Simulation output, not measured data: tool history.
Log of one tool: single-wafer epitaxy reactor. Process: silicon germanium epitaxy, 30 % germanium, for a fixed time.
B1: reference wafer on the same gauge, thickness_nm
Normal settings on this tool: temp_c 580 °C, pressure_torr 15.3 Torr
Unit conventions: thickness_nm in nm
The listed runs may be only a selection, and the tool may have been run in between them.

{"run": 1, "hour": 0.0, "temp_c": 580, "pressure_torr": 18.2, "B1": 30.28, "thickness_nm": 34.869}
{"run": 2, "hour": 6.8, "temp_c": 580, "pressure_torr": 15.3, "B1": 30.326, "thickness_nm": 32.923}
{"run": 3, "hour": 15.5, "temp_c": 580, "pressure_torr": 15.3, "B1": 30.308, "thickness_nm": 32.704}
{"run": 4, "hour": 22.0, "temp_c": 580, "pressure_torr": 15.3, "B1": 30.301, "thickness_nm": 32.825}
{"hour": 38.8, "done": "showerhead replaced"}
{"run": 5, "hour": 39.3, "temp_c": 580, "pressure_torr": 15.3, "B1": 30.305, "thickness_nm": 32.956}
{"run": 6, "hour": 46.5, "temp_c": 580, "pressure_torr": 15.3, "B1": 30.306, "thickness_nm": 33.027}
{"run": 7, "hour": 63.5, "temp_c": 574, "pressure_torr": 15.3, "B1": 30.29, "thickness_nm": 29.595}
{"run": 8, "hour": 72.3, "temp_c": 584, "pressure_torr": 16.2, "B1": 30.285, "thickness_nm": 35.889}
{"run": 9, "hour": 87.9, "temp_c": 584, "pressure_torr": 16.2, "B1": 30.297, "thickness_nm": 36.054}
{"hour": 99.9, "done": "capacitance manometer re-zeroed and calibrated"}
{"run": 10, "hour": 100.4, "temp_c": 580, "pressure_torr": 15.3, "B1": 30.313, "thickness_nm": 32.997}
{"run": 11, "hour": 114.6, "temp_c": 580, "pressure_torr": 15.3, "B1": 30.33, "thickness_nm": 33.098}
{"hour": 130.6, "done": "pyrometer calibrated"}
{"run": 12, "hour": 131.1, "temp_c": 591, "pressure_torr": 13.6, "B1": 30.31, "thickness_nm": 42.314}
{"run": 13, "hour": 140.2, "temp_c": 580, "pressure_torr": 13.7, "B1": 30.272, "thickness_nm": 35.154}
{"run": 14, "hour": 151.2, "temp_c": 577, "pressure_torr": 15.3, "B1": 30.313, "thickness_nm": 34.455}
{"run": 15, "hour": 164.2, "temp_c": 588, "pressure_torr": 15.3, "B1": 30.27, "thickness_nm": 41.67}
{"run": 16, "hour": 174.0, "temp_c": 580, "pressure_torr": 18, "B1": 30.289, "thickness_nm": 38.147}
{"run": 17, "hour": 180.5, "temp_c": 594, "pressure_torr": 16.7, "B1": 30.283, "thickness_nm": 47.127}
{"run": 18, "hour": 193.5, "temp_c": 594, "pressure_torr": 14.3, "B1": 30.289, "thickness_nm": 45.243}
{"hour": 203.6, "done": "gauge calibrated"}
{"run": 19, "hour": 207.7, "temp_c": 580, "pressure_torr": 15.3, "B1": 30.283, "thickness_nm": 36.252}
{"run": 20, "hour": 222.0, "temp_c": 567, "pressure_torr": 18.8, "B1": 30.277, "thickness_nm": 30.727}
{"run": 21, "hour": 233.8, "temp_c": 591, "pressure_torr": 15.3, "B1": 30.265, "thickness_nm": 43.47}
{"run": 22, "hour": 246.5, "temp_c": 566, "pressure_torr": 18, "B1": 30.286, "thickness_nm": 29.488}
{"run": 23, "hour": 260.4, "temp_c": 568, "pressure_torr": 18.9, "B1": 30.281, "thickness_nm": 31.114}
{"run": 24, "hour": 274.3, "temp_c": 580, "pressure_torr": 15.3, "B1": 30.283, "thickness_nm": 35.968}
{"run": 25, "hour": 280.5, "temp_c": 570, "pressure_torr": 12, "B1": 30.288, "thickness_nm": 27.85}
{"run": 26, "hour": 296.7, "temp_c": 585, "pressure_torr": 13.7, "B1": 30.291, "thickness_nm": 37.961}
{"run": 27, "hour": 310.7, "temp_c": 586, "pressure_torr": 13.5, "B1": 30.296, "thickness_nm": 38.097}
{"run": 28, "hour": 328.6, "temp_c": 580, "pressure_torr": 18.4, "B1": 30.332, "thickness_nm": 37.601}
{"run": 29, "hour": 338.9, "temp_c": 586, "pressure_torr": 12.5, "B1": 30.27, "thickness_nm": 37.007}
{"run": 30, "hour": 352.8, "temp_c": 569, "pressure_torr": 18.4, "B1": 30.325, "thickness_nm": 31.071}
{"run": 31, "hour": 359.7, "temp_c": 573, "pressure_torr": 14.3, "B1": 30.315, "thickness_nm": 30.796}
{"run": 32, "hour": 374.2, "temp_c": 584, "pressure_torr": 16.2, "B1": 30.292, "thickness_nm": 38.644}
{"run": 33, "hour": 383.5, "temp_c": 566, "pressure_torr": 14.1, "B1": 30.275, "thickness_nm": 26.753}
{"run": 34, "hour": 395.7, "temp_c": 573, "pressure_torr": 12.3, "B1": 30.312, "thickness_nm": 29.299}

Alternative continuations, all from the tool just after run 34; predict every row:
{"run": "A", "hour": 396.1, "temp_c": 576, "pressure_torr": 15.3, "B1": "?", "thickness_nm": "?"}
{"run": "B", "hour": 396.1, "temp_c": 591, "pressure_torr": 18.5, "B1": "?", "thickness_nm": "?"}
{"run": "C", "hour": 396.1, "temp_c": 566, "pressure_torr": 13, "B1": "?", "thickness_nm": "?"}
{"run": "D", "hour": 396.1, "temp_c": 580, "pressure_torr": 13.1, "B1": "?", "thickness_nm": "?"}
{"run": "E", "hour": 396.1, "temp_c": 586, "pressure_torr": 12.1, "B1": "?", "thickness_nm": "?"}

run=A B1=30.295 thickness_nm=33.047
run=B B1=30.295 thickness_nm=45.65
run=C B1=30.295 thickness_nm=26.259
run=D B1=30.295 thickness_nm=33.803
run=E B1=30.295 thickness_nm=36.656
Stripped of hidden state, with their random variation kept, the same runs would have yielded:
run=A thickness_nm=34.228
run=B thickness_nm=47.229
run=C thickness_nm=27.219
run=D thickness_nm=35.001
run=E thickness_nm=37.938
